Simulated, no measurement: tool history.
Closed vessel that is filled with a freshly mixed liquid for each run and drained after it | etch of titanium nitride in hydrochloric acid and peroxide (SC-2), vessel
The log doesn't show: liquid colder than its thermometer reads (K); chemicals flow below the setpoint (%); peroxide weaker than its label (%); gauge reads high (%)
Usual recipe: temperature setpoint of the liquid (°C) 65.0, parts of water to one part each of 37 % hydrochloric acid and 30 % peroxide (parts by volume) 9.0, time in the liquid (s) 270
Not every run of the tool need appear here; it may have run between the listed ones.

run	hour	temperature setpoint of the liquid (°C)	parts of water to one part each of 37 % hydrochloric acid and 30 % peroxide (parts by volume)	time in the liquid (s)	wafers since the last listed run	hours since the thermometer was replaced	hours since the chemicals flow meter was replaced	hours since the drum of peroxide was connected	hours since the gauge calibration	read-back film thickness of the titanium nitride reference wafer, read on the same gauge (nm)	thickness taken off the titanium nitride on a monitor wafer (nm)
1	0.0	65.0	9.0	270	0	1815.7	142.5	915.8	112.8	130.42	17.32
2	40.7	65.0	9.0	270	2551	1856.4	183.2	956.5	153.5	130.78	17.38
3	97.3	65.0	9.0	270	3548	1913.0	239.8	1013.1	210.1	131.20	17.72
4	156.8	65.0	9.0	270	3729	1972.5	299.3	1072.6	269.6	131.63	17.56
5	223.3	65.0	9.0	270	4168	2039.0	365.8	1139.1	336.1	132.07	17.54
# hour 231.3: thermometer replaced
6	270.6	65.0	9.0	270	2902	39.3	413.1	1186.4	383.4	132.31	17.64
7	358.8	65.0	9.0	270	5529	127.5	501.3	1274.6	471.6	132.78	17.83
8	450.7	60.5	9.0	215	5761	219.4	593.2	1366.5	563.5	133.15	10.70
# hour 490.4: chemicals flow meter replaced
9	519.3	60.5	9.0	215	4237	288.0	28.9	1435.1	632.1	133.40	10.70
# hour 543.2: new drum of peroxide connected
10	589.7	60.5	9.0	215	4350	358.4	99.3	46.5	702.5	133.64	10.78
11	645.7	65.0	9.0	270	3510	414.4	155.3	102.5	758.5	133.79	17.79
12	701.6	60.0	5.5	195	3504	470.3	211.2	158.4	814.4	133.96	13.86
13	748.3	65.0	9.0	270	2927	517.0	257.9	205.1	861.1	134.02	17.94
14	848.4	65.0	9.0	270	6275	617.1	358.0	305.2	961.2	134.27	17.91
15	918.3	72.0	6.0	370	4381	687.0	427.9	375.1	1031.1	134.35	51.73
16	960.2	65.0	9.0	120	2626	728.9	469.8	417.0	1073.0	134.47	7.95
# hour 1049.2: chemicals flow meter replaced
17	1055.1	65.0	5.5	270	5886	823.8	5.9	511.9	1167.9	134.57	26.10
18	1154.4	71.5	6.5	225	6224	923.1	105.2	611.2	1267.2	134.69	28.33
19	1205.9	70.0	6.0	365	3228	974.6	156.7	662.7	1318.7	134.76	45.45
20	1276.0	65.0	5.0	270	4394	1044.7	226.8	732.8	1388.8	134.81	28.01
21	1368.0	72.0	4.5	170	5767	1136.7	318.8	824.8	1480.8	134.85	29.03
22	1472.4	65.0	8.0	270	6544	1241.1	423.2	929.2	1585.2	134.94	19.78
# hour 1507.5: gauge calibrated
23	1509.0	65.0	9.0	270	2294	1277.7	459.8	965.8	1.5	129.25	17.08
24	1571.8	60.5	5.5	135	3936	1340.5	522.6	1028.6	64.3	129.87	9.64
25	1630.1	61.5	7.5	270	3654	1398.8	580.9	1086.9	122.6	130.44	16.11
# hour 1654.3: chemicals flow meter replaced
26	1686.3	65.0	9.0	270	3460	1455.0	32.0	1143.1	178.8	130.91	17.40
27	1774.4	60.0	13.0	200	5522	1543.1	120.1	1231.2	266.9	131.51	7.02
28	1856.6	65.0	5.0	270	5152	1625.3	202.3	1313.4	349.1	132.06	27.56

5 ways to go on from here, each from the tool as it stands after run 28. What would each give?
A	1857.3	65.0	9.0	345	43	1626.0	203.0	1314.1	349.8	?	?
B	1857.3	68.5	6.5	350	43	1626.0	203.0	1314.1	349.8	?	?
C	1857.3	58.0	10.5	350	43	1626.0	203.0	1314.1	349.8	?	?
D	1857.3	56.0	9.0	270	43	1626.0	203.0	1314.1	349.8	?	?
E	1857.3	72.0	5.0	195	43	1626.0	203.0	1314.1	349.8	?	?

run	read-back film thickness of the titanium nitride reference wafer, read on the same gauge (nm)	thickness taken off the titanium nitride on a monitor wafer (nm)
A	132.06	22.39
B	132.06	36.30
C	132.06	12.93
D	132.06	9.98
E	132.06	30.19
Without the tool's unlogged condition, the same runs would have read:
run	thickness taken off the titanium nitride on a monitor wafer (nm)
A	22.04
B	35.73
C	12.73
D	9.82
E	29.72
